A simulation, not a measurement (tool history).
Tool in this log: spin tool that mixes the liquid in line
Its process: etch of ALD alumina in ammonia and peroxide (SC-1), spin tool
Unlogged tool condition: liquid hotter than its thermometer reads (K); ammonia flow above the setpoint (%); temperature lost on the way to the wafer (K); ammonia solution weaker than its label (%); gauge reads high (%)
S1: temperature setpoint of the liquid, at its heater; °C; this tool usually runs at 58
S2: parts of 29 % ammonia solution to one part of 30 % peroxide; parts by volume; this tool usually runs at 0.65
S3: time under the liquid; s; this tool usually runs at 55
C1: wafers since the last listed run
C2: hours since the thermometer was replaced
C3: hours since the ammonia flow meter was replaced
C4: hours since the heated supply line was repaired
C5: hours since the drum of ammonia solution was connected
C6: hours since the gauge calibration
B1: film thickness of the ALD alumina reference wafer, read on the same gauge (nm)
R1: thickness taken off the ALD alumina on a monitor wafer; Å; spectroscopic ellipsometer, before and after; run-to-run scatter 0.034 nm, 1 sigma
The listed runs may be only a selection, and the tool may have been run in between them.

run   hour    S1    S2  S3    C1     C2      C3      C4     C5      C6     B1     R1
  1      0  55.5   0.7  55     0  538.9  1644.5  3881.7  413.6  1121.3  50.03   53.3
       4.8  -- ammonia flow meter replaced
       7.1  -- heated supply line repaired
  2   31.1    58  0.65  55   508    570    26.3      24  444.7  1152.4  49.97   72.6
  3   50.3    58  0.65  55   335  589.2    45.5    43.2  463.9  1171.6  49.99   73.1
  4   62.7    58  0.65  55   216  601.6    57.9    55.6  476.3    1184  49.99   72.9
  5   90.4    58  0.65  55   484  629.3    85.6    83.3    504  1211.7  49.99   72.5
  6  103.6  53.5  0.55  30   230  642.5    98.8    96.5  517.2  1224.9  49.99   30.6
  7  125.7    51   0.8  85   386  664.6   120.9   118.6  539.3    1247  50.04   77.9
     127.5  -- thermometer replaced
  8  150.3    64   0.9  55   412   22.8   145.5   143.2  563.9  1271.6  50.01  100.4
     163.4  -- gauge calibrated
  9  185.2    58  0.65  55   609   57.7   180.4   178.1  598.8    21.8     50   71.9
 10  278.9    58  0.65  55  1637  151.4   274.1   271.8  692.5   115.5  50.03   71.7
 11  305.3    58  0.65  55   461  177.8   300.5   298.2  718.9   141.9  49.99   71.4
 12  326.1    62   0.4  55   363  198.6   321.3     319  739.7   162.7  50.06   84.4
     332.7  -- new drum of ammonia solution connected
 13  343.3    58  0.65  85   283  215.8   338.5   336.2   10.6   179.9  50.03  110.4
 14  359.2    50   0.9  40   277  231.7   354.4   352.1   26.5   195.8     50   34.9
 15  386.2    58   0.5  75   471  258.7   381.4   379.1   53.5   222.8  49.99   95.9
 16  399.9    65   0.4  55   239  272.4   395.1   392.8   67.2   236.5  49.96     97
 17  422.4  49.5   0.9  55   393  294.9   417.6   415.3   89.7     259  50.05     47
 18  436.8    58  0.65  55   251  309.3     432   429.7  104.1   273.4  49.98   72.2
 19  464.8    58   0.4  75   489  337.3     460   457.7  132.1   301.4  50.03   93.1
 20  527.8    58  0.65  55  1101  400.3     523   520.7  195.1   364.4  50.04   71.5
 21  558.1  65.5  0.65  55   529  430.6   553.3     551  225.4   394.7  49.96  105.2
 22  653.8    58  0.65  55  1672  526.3     649   646.7  321.1   490.4  49.97   70.6
 23  675.1    58  0.65  55   372  547.6   670.3     668  342.4   511.7  49.99     70
 24  702.9  48.5  0.75  40   485  575.4   698.1   695.8  370.2   539.5  49.98   31.2
 25  738.3  55.5   0.7  55   618  610.8   733.5   731.2  405.6   574.9  50.01   61.8
 26  765.7    49  0.65  55   478  638.2   760.9   758.6    433   602.3  50.03   43.1

Branching from run 26: 3 alternative next runs. What would each branch give?
  A  766.1  58  0.65  55   6  638.6  761.3  759  433.4  602.7   ?   ?
  B  766.1  63  0.85  55   6  638.6  761.3  759  433.4  602.7   ?   ?
  C  766.1  51  0.75  25   6  638.6  761.3  759  433.4  602.7   ?   ?

run     B1    R1
  A  49.99  70.4
  B  49.99  93.5
  C  49.99  22.3
The same runs, with their run-to-run variation unchanged, on a tool lacking any hidden condition would have given:
run    R1
  A  73.6
  B  97.5
  C  23.3

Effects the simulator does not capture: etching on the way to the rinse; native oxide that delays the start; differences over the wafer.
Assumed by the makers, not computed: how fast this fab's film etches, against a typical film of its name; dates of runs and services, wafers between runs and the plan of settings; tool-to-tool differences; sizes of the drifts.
